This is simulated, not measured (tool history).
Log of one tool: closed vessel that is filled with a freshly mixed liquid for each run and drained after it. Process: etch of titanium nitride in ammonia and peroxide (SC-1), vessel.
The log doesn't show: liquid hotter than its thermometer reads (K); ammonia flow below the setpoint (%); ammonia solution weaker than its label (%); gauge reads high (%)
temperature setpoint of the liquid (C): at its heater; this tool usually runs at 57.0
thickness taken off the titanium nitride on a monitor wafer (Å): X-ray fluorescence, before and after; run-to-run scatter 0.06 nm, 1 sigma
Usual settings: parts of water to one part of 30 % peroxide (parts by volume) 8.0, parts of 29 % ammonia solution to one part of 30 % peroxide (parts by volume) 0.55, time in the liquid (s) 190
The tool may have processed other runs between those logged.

run,day,temperature setpoint of the liquid (C),parts of water to one part of 30 % peroxide (parts by volume),parts of 29 % ammonia solution to one part of 30 % peroxide (parts by volume),time in the liquid (s),wafers since the last listed run,hours since the thermometer was replaced,hours since the ammonia flow meter was replaced,hours since the drum of ammonia solution was connected,hours since the gauge calibration,"read-back film thickness of the titanium nitride reference wafer, read on the same gauge (nm)",thickness taken off the titanium nitride on a monitor wafer (Å)
1,0.000,57.0,8.0,0.55,190,0,2419.0,615.7,46.3,355.0,30.01,147.4
2,1.483,57.0,8.0,0.55,190,4674,2454.6,651.3,81.9,390.6,30.00,146.0
3,2.796,57.0,8.0,0.55,190,4136,2486.1,682.8,113.4,422.1,30.00,146.4
4,4.129,57.0,8.0,0.55,190,4201,2518.1,714.8,145.4,454.1,29.99,147.1
5,5.367,57.0,8.0,0.55,190,3899,2547.8,744.5,175.1,483.8,30.02,145.9
6,6.625,57.0,8.0,0.55,190,3965,2578.0,774.7,205.3,514.0,30.01,146.6
7,7.846,57.0,8.0,0.55,190,3847,2607.3,804.0,234.6,543.3,30.00,147.0
8,8.846,57.0,8.0,0.55,190,3151,2631.3,828.0,258.6,567.3,30.00,145.5
9,9.792,57.0,8.0,0.55,190,2980,2654.0,850.7,281.3,590.0,30.01,148.0
10,10.342,54.5,8.0,0.70,190,1733,2667.2,863.9,294.5,603.2,29.99,129.1
11,11.179,57.0,8.0,0.55,130,2639,2687.3,884.0,314.6,623.3,29.97,100.7
12,12.667,57.0,8.0,0.55,190,4687,2723.0,919.7,350.3,659.0,30.00,146.2
13,14.075,57.0,10.5,0.25,285,4438,2756.8,953.5,384.1,692.8,30.01,164.2
14,15.100,57.0,8.0,0.55,190,3230,2781.4,978.1,408.7,717.4,30.00,146.3
15,15.879,64.5,7.0,0.70,230,2455,2800.1,996.8,427.4,736.1,30.00,320.1
# day 15.979: thermometer replaced
# day 16.667: ammonia flow meter replaced
16,16.958,57.0,11.5,0.55,190,3138,23.5,7.0,453.3,762.0,29.99,121.3
# day 17.217: gauge calibrated
17,18.017,57.0,8.0,0.55,190,3335,48.9,32.4,478.7,19.2,30.01,145.7
18,18.821,57.0,8.0,0.75,135,2534,68.2,51.7,498.0,38.5,29.99,108.9
19,19.904,57.0,9.0,0.55,190,3414,94.2,77.7,524.0,64.5,30.01,138.2
20,21.350,57.0,8.0,0.55,190,4556,128.9,112.4,558.7,99.2,30.00,144.5
21,22.546,57.0,8.0,0.55,190,3768,157.6,141.1,587.4,127.9,30.00,145.1
# day 22.912: new drum of ammonia solution connected
22,23.662,57.0,8.0,0.55,190,3387,184.4,167.9,18.0,154.7,30.00,147.0
23,24.312,57.0,5.5,0.80,190,2048,200.0,183.5,33.6,170.3,29.99,186.3
24,25.238,57.0,5.5,0.55,190,2915,222.2,205.7,55.8,192.5,30.00,176.8
25,26.688,57.0,6.5,0.55,80,4569,257.0,240.5,90.6,227.3,30.01,68.7
26,27.350,57.0,11.0,0.55,290,2087,272.9,256.4,106.5,243.2,29.99,191.0
27,28.767,57.0,8.0,0.55,190,4464,306.9,290.4,140.5,277.2,30.00,146.0
28,31.996,47.0,8.0,0.55,190,10176,384.4,367.9,218.0,354.7,30.00,73.3
29,33.067,57.0,8.0,0.55,300,3374,410.1,393.6,243.7,380.4,29.98,232.0

3 ways to go on from here, each from the tool as it stands after run 29. What would each give?
A,33.096,57.0,8.0,0.55,190,91,410.8,394.3,244.4,381.1,?,?
B,33.096,57.0,6.0,0.55,115,91,410.8,394.3,244.4,381.1,?,?
C,33.096,57.0,8.0,0.55,260,91,410.8,394.3,244.4,381.1,?,?

run,"read-back film thickness of the titanium nitride reference wafer, read on the same gauge (nm)",thickness taken off the titanium nitride on a monitor wafer (Å)
A,30.01,147.5
B,30.01,102.9
C,30.01,201.9
With no hidden state in the tool, these same runs would have given:
run,thickness taken off the titanium nitride on a monitor wafer (Å)
A,149.0
B,103.9
C,203.9
